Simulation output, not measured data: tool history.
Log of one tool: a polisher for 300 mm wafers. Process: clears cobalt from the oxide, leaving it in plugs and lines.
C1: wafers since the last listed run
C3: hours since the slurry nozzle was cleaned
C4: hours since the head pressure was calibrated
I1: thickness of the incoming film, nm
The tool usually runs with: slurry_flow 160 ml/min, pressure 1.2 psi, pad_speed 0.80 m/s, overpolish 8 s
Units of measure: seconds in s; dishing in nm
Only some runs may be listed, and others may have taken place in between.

run 1 hour=0.0 | slurry_flow=160 pressure=1.2 pad_speed=0.60 overpolish=5 | C1=0 wafers_polished_on_this_pad=273 C3=265.1 C4=288.3 | I1=395.7 | seconds=207.6 dishing=8.6
run 2 hour=8.0 | slurry_flow=160 pressure=1.2 pad_speed=0.60 overpolish=5 | C1=65 wafers_polished_on_this_pad=338 C3=273.1 C4=296.3 | I1=402.8 | seconds=217.6 dishing=8.9
run 3 hour=38.2 | slurry_flow=160 pressure=1.2 pad_speed=0.80 overpolish=8 | C1=246 wafers_polished_on_this_pad=584 C3=303.3 C4=326.5 | I1=400.4 | seconds=171.5 dishing=15.8
run 4 hour=55.6 | slurry_flow=160 pressure=1.3 pad_speed=0.80 overpolish=8 | C1=141 wafers_polished_on_this_pad=726 C3=320.7 C4=343.9 | I1=400.6 | seconds=164.2 dishing=17.8
run 5 hour=69.3 | slurry_flow=160 pressure=1.3 pad_speed=0.80 overpolish=8 | C1=111 wafers_polished_on_this_pad=838 C3=334.4 C4=357.6 | I1=399.7 | seconds=164.6 dishing=17.1
run 6 hour=75.8 | slurry_flow=160 pressure=1.2 pad_speed=0.80 overpolish=8 | C1=52 wafers_polished_on_this_pad=891 C3=340.9 C4=364.1 | I1=403.7 | seconds=176.2 dishing=16.3
run 7 hour=92.5 | slurry_flow=160 pressure=1.1 pad_speed=0.88 overpolish=8 | C1=136 wafers_polished_on_this_pad=1027 C3=357.6 C4=380.8 | I1=400.0 | seconds=171.6 dishing=16.1
-- hour=118.0 worn pad replaced by a new one
run 8 hour=129.6 | slurry_flow=160 pressure=1.1 pad_speed=0.88 overpolish=8 | C1=269 wafers_polished_on_this_pad=94 C3=394.7 C4=417.9 | I1=395.8 | seconds=188.8 dishing=14.9
-- hour=145.3 slurry nozzle cleaned
-- hour=146.2 worn pad replaced by a new one, repeated, since the last time left the tool worse
run 9 hour=146.7 | slurry_flow=160 pressure=1.2 pad_speed=0.80 overpolish=8 | C1=124 wafers_polished_on_this_pad=4 C3=1.4 C4=435.0 | I1=402.0 | seconds=166.8 dishing=16.9
-- hour=148.8 head pressure recalibrated
run 10 hour=156.8 | slurry_flow=160 pressure=0.9 pad_speed=1.00 overpolish=8 | C1=66 wafers_polished_on_this_pad=70 C3=11.5 C4=8.0 | I1=403.5 | seconds=190.1 dishing=15.6
run 11 hour=166.4 | slurry_flow=160 pressure=1.5 pad_speed=0.80 overpolish=4 | C1=78 wafers_polished_on_this_pad=148 C3=21.1 C4=17.6 | I1=402.5 | seconds=132.4 dishing=11.5
run 12 hour=181.9 | slurry_flow=160 pressure=1.3 pad_speed=0.70 overpolish=10 | C1=126 wafers_polished_on_this_pad=274 C3=36.6 C4=33.1 | I1=395.7 | seconds=169.2 dishing=19.7
run 13 hour=192.0 | slurry_flow=160 pressure=1.5 pad_speed=0.80 overpolish=4 | C1=82 wafers_polished_on_this_pad=357 C3=46.7 C4=43.2 | I1=404.3 | seconds=135.9 dishing=10.4
run 14 hour=201.9 | slurry_flow=160 pressure=1.4 pad_speed=0.80 overpolish=13 | C1=80 wafers_polished_on_this_pad=437 C3=56.6 C4=53.1 | I1=395.6 | seconds=144.9 dishing=27.7
run 15 hour=210.8 | slurry_flow=160 pressure=1.4 pad_speed=0.80 overpolish=4 | C1=72 wafers_polished_on_this_pad=510 C3=65.5 C4=62.0 | I1=397.9 | seconds=150.4 dishing=10.2
run 16 hour=227.8 | slurry_flow=190 pressure=1.2 pad_speed=0.80 overpolish=8 | C1=138 wafers_polished_on_this_pad=648 C3=82.5 C4=79.0 | I1=404.8 | seconds=174.7 dishing=16.3

Run by run, hidden condition taken away, random variation retained:
The tool's hidden condition here consists of: removal rate lost through wear of the pad, %; slurry flow missing at the pad, %; deviation of the head's pressure from its setpoint, %.
run=1 seconds=200.0 dishing=8.9
run=2 seconds=208.4 dishing=9.3
run=3 seconds=161.8 dishing=16.6
run=4 seconds=154.1 dishing=18.8
run=5 seconds=153.9 dishing=18.1
run=6 seconds=164.5 dishing=17.3
run=7 seconds=159.7 dishing=17.1
run=8 seconds=162.1 dishing=17.1
run=9 seconds=166.4 dishing=16.9
run=10 seconds=187.4 dishing=15.8
run=11 seconds=129.4 dishing=11.7
run=12 seconds=163.3 dishing=20.3
run=13 seconds=130.3 dishing=10.8
run=14 seconds=138.3 dishing=28.8
run=15 seconds=142.9 dishing=10.7
run=16 seconds=164.9 dishing=17.1
